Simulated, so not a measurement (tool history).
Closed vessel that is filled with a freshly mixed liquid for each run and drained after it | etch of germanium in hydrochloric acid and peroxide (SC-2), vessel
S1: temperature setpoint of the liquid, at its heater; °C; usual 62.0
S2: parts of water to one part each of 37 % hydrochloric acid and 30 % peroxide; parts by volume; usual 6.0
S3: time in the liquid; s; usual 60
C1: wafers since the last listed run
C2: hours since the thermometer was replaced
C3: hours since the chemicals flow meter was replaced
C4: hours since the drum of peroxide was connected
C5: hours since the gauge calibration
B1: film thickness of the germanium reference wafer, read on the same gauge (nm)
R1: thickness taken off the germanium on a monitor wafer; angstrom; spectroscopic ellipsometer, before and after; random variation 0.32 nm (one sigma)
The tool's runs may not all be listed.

run 1 hour=0.0 | S1=62.0 S2=6.0 S3=60 | C1=0 C2=2338.4 C3=702.7 C4=219.4 C5=218.0 | B1=100.02 | R1=1319.2
-- hour=4.9 gauge calibrated
run 2 hour=8.0 | S1=62.0 S2=6.0 S3=60 | C1=718 C2=2346.4 C3=710.7 C4=227.4 C5=3.1 | B1=100.02 | R1=1318.3
run 3 hour=19.6 | S1=62.0 S2=6.0 S3=60 | C1=1042 C2=2358.0 C3=722.3 C4=239.0 C5=14.7 | B1=100.01 | R1=1316.1
run 4 hour=33.0 | S1=62.0 S2=6.0 S3=60 | C1=1204 C2=2371.4 C3=735.7 C4=252.4 C5=28.1 | B1=99.99 | R1=1319.4
run 5 hour=40.3 | S1=62.0 S2=6.0 S3=50 | C1=655 C2=2378.7 C3=743.0 C4=259.7 C5=35.4 | B1=100.00 | R1=1099.5
run 6 hour=75.7 | S1=62.0 S2=6.0 S3=50 | C1=3181 C2=2414.1 C3=778.4 C4=295.1 C5=70.8 | B1=100.00 | R1=1099.1
run 7 hour=88.0 | S1=62.0 S2=6.0 S3=60 | C1=1105 C2=2426.4 C3=790.7 C4=307.4 C5=83.1 | B1=100.01 | R1=1316.9
run 8 hour=105.4 | S1=62.0 S2=6.0 S3=75 | C1=1563 C2=2443.8 C3=808.1 C4=324.8 C5=100.5 | B1=99.98 | R1=1645.0
run 9 hour=117.6 | S1=62.0 S2=6.0 S3=75 | C1=1096 C2=2456.0 C3=820.3 C4=337.0 C5=112.7 | B1=100.02 | R1=1639.2
run 10 hour=127.6 | S1=62.0 S2=6.0 S3=75 | C1=898 C2=2466.0 C3=830.3 C4=347.0 C5=122.7 | B1=100.01 | R1=1645.3
run 11 hour=140.6 | S1=59.5 S2=5.0 S3=60 | C1=1168 C2=2479.0 C3=843.3 C4=360.0 C5=135.7 | B1=100.02 | R1=1221.8
-- hour=142.2 chemicals flow meter replaced
run 12 hour=157.3 | S1=59.5 S2=5.0 S3=60 | C1=1410 C2=2495.7 C3=15.1 C4=376.7 C5=152.4 | B1=100.02 | R1=1228.8
run 13 hour=163.7 | S1=62.0 S2=6.0 S3=60 | C1=575 C2=2502.1 C3=21.5 C4=383.1 C5=158.8 | B1=100.03 | R1=1309.4
run 14 hour=180.7 | S1=62.0 S2=6.0 S3=95 | C1=1527 C2=2519.1 C3=38.5 C4=400.1 C5=175.8 | B1=100.00 | R1=2081.7
run 15 hour=189.8 | S1=66.0 S2=7.0 S3=80 | C1=817 C2=2528.2 C3=47.6 C4=409.2 C5=184.9 | B1=100.03 | R1=1955.1
run 16 hour=204.6 | S1=62.0 S2=4.0 S3=90 | C1=1329 C2=2543.0 C3=62.4 C4=424.0 C5=199.7 | B1=100.01 | R1=1992.1
run 17 hour=216.4 | S1=58.5 S2=8.0 S3=40 | C1=1060 C2=2554.8 C3=74.2 C4=435.8 C5=211.5 | B1=100.01 | R1=769.6
run 18 hour=225.8 | S1=66.0 S2=6.0 S3=60 | C1=844 C2=2564.2 C3=83.6 C4=445.2 C5=220.9 | B1=99.96 | R1=1477.0
run 19 hour=235.9 | S1=62.0 S2=4.0 S3=60 | C1=907 C2=2574.3 C3=93.7 C4=455.3 C5=231.0 | B1=100.02 | R1=1327.7
-- hour=236.6 gauge calibrated
run 20 hour=251.1 | S1=62.0 S2=6.0 S3=60 | C1=1365 C2=2589.5 C3=108.9 C4=470.5 C5=14.5 | B1=99.99 | R1=1307.6
-- hour=255.9 new drum of peroxide connected
-- hour=260.7 thermometer replaced
run 21 hour=268.0 | S1=52.5 S2=4.5 S3=60 | C1=1338 C2=7.3 C3=125.8 C4=12.1 C5=31.4 | B1=100.02 | R1=1084.6
run 22 hour=285.7 | S1=69.5 S2=6.0 S3=30 | C1=1590 C2=25.0 C3=143.5 C4=29.8 C5=49.1 | B1=100.00 | R1=888.9
run 23 hour=301.0 | S1=71.5 S2=8.0 S3=40 | C1=1374 C2=40.3 C3=158.8 C4=45.1 C5=64.4 | B1=100.02 | R1=1224.5
run 24 hour=314.3 | S1=59.5 S2=5.0 S3=60 | C1=1195 C2=53.6 C3=172.1 C4=58.4 C5=77.7 | B1=100.01 | R1=1335.8
run 25 hour=351.1 | S1=62.0 S2=6.0 S3=60 | C1=3306 C2=90.4 C3=208.9 C4=95.2 C5=114.5 | B1=100.01 | R1=1426.5

4 ways to go on from here, each from the tool as it stands after run 25. What would each give?
run A hour=351.8 | S1=62.0 S2=7.5 S3=60 | C1=62 C2=91.1 C3=209.6 C4=95.9 C5=115.2 | B1=? | R1=?
run B hour=351.8 | S1=55.0 S2=4.0 S3=30 | C1=62 C2=91.1 C3=209.6 C4=95.9 C5=115.2 | B1=? | R1=?
run C hour=351.8 | S1=66.5 S2=8.0 S3=75 | C1=62 C2=91.1 C3=209.6 C4=95.9 C5=115.2 | B1=? | R1=?
run D hour=351.8 | S1=58.0 S2=4.0 S3=35 | C1=62 C2=91.1 C3=209.6 C4=95.9 C5=115.2 | B1=? | R1=?

run=A B1=100.01 R1=1411.8
run=B B1=100.01 R1=585.2
run=C B1=100.01 R1=1999.6
run=D B1=100.01 R1=749.3
Without the tool's hidden state the same runs would have given:
run=A R1=1418.9
run=B R1=588.3
run=C R1=2009.3
run=D R1=753.3
